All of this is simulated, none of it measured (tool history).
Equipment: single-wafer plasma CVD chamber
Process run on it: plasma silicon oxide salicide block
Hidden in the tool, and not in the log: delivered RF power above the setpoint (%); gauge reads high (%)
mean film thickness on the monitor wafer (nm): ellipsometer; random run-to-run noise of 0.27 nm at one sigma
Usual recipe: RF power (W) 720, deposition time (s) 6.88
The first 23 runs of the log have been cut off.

run    hour  RF power (W)  deposition time (s)  wafers since the last listed run  hours since the last RF generator calibration  hours since the showerhead was replaced  hours since the gauge calibration  read-back reference wafer on the same gauge, thickness_nm  mean film thickness on the monitor wafer (nm)
 24  1204.9           660                 7.46                               645                                         2260.3                                   7464.1                              586.9                                                     74.169                                         79.277
     1216.1  -- showerhead replaced
 25  1231.5           640                 5.59                               291                                         2286.9                                     15.4                              613.5                                                     74.133                                         59.449
 26  1295.1           720                 6.88                               996                                         2350.5                                     79.0                              677.1                                                     74.236                                         75.215
     1341.0  -- RF generator calibrated
 27  1351.1           670                 7.64                               751                                           10.1                                    135.0                              733.1                                                     74.219                                         83.363
 28  1408.2           720                 7.89                               894                                           67.2                                    192.1                              790.2                                                     74.156                                         88.029
 29  1435.2           720                 6.88                               422                                           94.2                                    219.1                              817.2                                                     74.243                                         76.080
 30  1472.4           680                 8.00                               582                                          131.4                                    256.3                              854.4                                                     74.153                                         87.436
 31  1665.1           645                 7.83                              3018                                          324.1                                    449.0                             1047.1                                                     74.238                                         84.113
 32  1694.1           720                 5.89                               454                                          353.1                                    478.0                             1076.1                                                     74.199                                         65.439

Consider 5 possible next runs. They are alternatives, not a sequence: every one starts from the tool as it was left by run 32. What does each give?
  A  1694.5           720                 6.88                                 6                                          353.5                                    478.4                             1076.5                                                          ?                                              ?
  B  1694.5           855                 7.75                                 6                                          353.5                                    478.4                             1076.5                                                          ?                                              ?
  C  1694.5           720                 6.53                                 6                                          353.5                                    478.4                             1076.5                                                          ?                                              ?
  D  1694.5           840                 7.42                                 6                                          353.5                                    478.4                             1076.5                                                          ?                                              ?
  E  1694.5           635                 7.89                                 6                                          353.5                                    478.4                             1076.5                                                          ?                                              ?

run  read-back reference wafer on the same gauge, thickness_nm  mean film thickness on the monitor wafer (nm)
  A                                                     74.148                                         76.050
  B                                                     74.148                                         89.887
  C                                                     74.148                                         72.182
  D                                                     74.148                                         85.632
  E                                                     74.148                                         84.234
What these runs would have given with no unlogged condition in the tool:
run  mean film thickness on the monitor wafer (nm)
  A                                         76.941
  B                                         90.940
  C                                         73.027
  D                                         86.636
  E                                         85.221

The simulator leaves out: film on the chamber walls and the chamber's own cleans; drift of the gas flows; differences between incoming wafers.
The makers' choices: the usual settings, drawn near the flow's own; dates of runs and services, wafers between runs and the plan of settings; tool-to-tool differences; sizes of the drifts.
